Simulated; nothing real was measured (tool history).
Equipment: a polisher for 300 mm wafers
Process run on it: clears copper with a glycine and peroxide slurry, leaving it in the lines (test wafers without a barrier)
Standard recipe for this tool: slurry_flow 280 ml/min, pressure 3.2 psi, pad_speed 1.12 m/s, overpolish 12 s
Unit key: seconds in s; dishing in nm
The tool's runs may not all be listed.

run   hour  slurry_flow  pressure  pad_speed  overpolish  incoming thickness of the incoming film, nm  seconds  dishing
  1    0.0          280       3.2       1.12          12                                        496.8     65.9     54.6
  2   30.8          280       3.2       1.12          12                                        501.6     66.5     54.1
  3   86.6          280       3.2       1.12          12                                        507.9     67.0     54.1
     109.4  -- worn pad replaced by a new one
  4  130.5          280       3.2       1.12          12                                        514.8     67.8     55.4
  5  185.0          280       3.2       1.12          12                                        499.7     66.4     54.4
  6  228.3          280       3.2       1.12          12                                        509.8     66.4     54.7
  7  274.2          280       3.2       1.12          13                                        502.6     63.9     57.7
     285.3  -- head pressure recalibrated
     294.5  -- slurry nozzle cleaned
     301.4  -- worn pad replaced by a new one
  8  309.6          280       3.2       1.12          13                                        501.6     70.0     55.6
  9  351.0          280       3.2       1.12          13                                        505.6     70.7     54.5
 10  375.5          280       3.2       1.12          10                                        505.6     71.4     44.7
 11  428.3          280       3.2       1.12          19                                        509.3     72.8     71.0
     459.9  -- worn pad replaced by a new one
 12  487.1          230       3.2       0.94          12                                        500.1     79.3     47.2
 13  549.0          210       3.6       1.38           7                                        513.7     59.3     40.1
 14  579.9          280       3.2       1.12           8                                        504.8     71.7     37.9
     627.1  -- worn pad replaced by a new one
 15  627.6          280       3.2       0.82          12                                        498.4     85.2     45.7
 16  664.5          280       3.2       1.12          12                                        499.1     68.7     53.3
 17  700.0          280       4.0       1.12          12                                        506.8     57.8     61.7
 18  726.4          280       3.2       1.48          18                                        500.4     56.6     74.1
 19  768.7          280       3.2       1.12          15                                        502.2     69.5     60.7
     814.7  -- worn pad replaced by a new one
 20  836.3          360       3.7       1.40           9                                        508.9     52.9     52.5
 21  872.1          280       3.2       1.12          12                                        501.1     69.2     53.3

Branching from run 21: 3 alternative next runs. What would each branch give?
  A  872.5          280       3.2       1.12          12                                        497.2        ?        ?
  B  872.5          350       4.2       0.92           8                                        497.2        ?        ?
  C  872.5          280       2.4       0.92          19                                        497.2        ?        ?

run  seconds  dishing
  A     68.4     51.2
  B     60.1     41.8
  C     97.6     54.9
With the hidden condition removed and each run's random variation left untouched, the same runs would have given:
run  seconds  dishing
  A     69.5     50.5
  B     61.2     41.2
  C     99.2     54.2
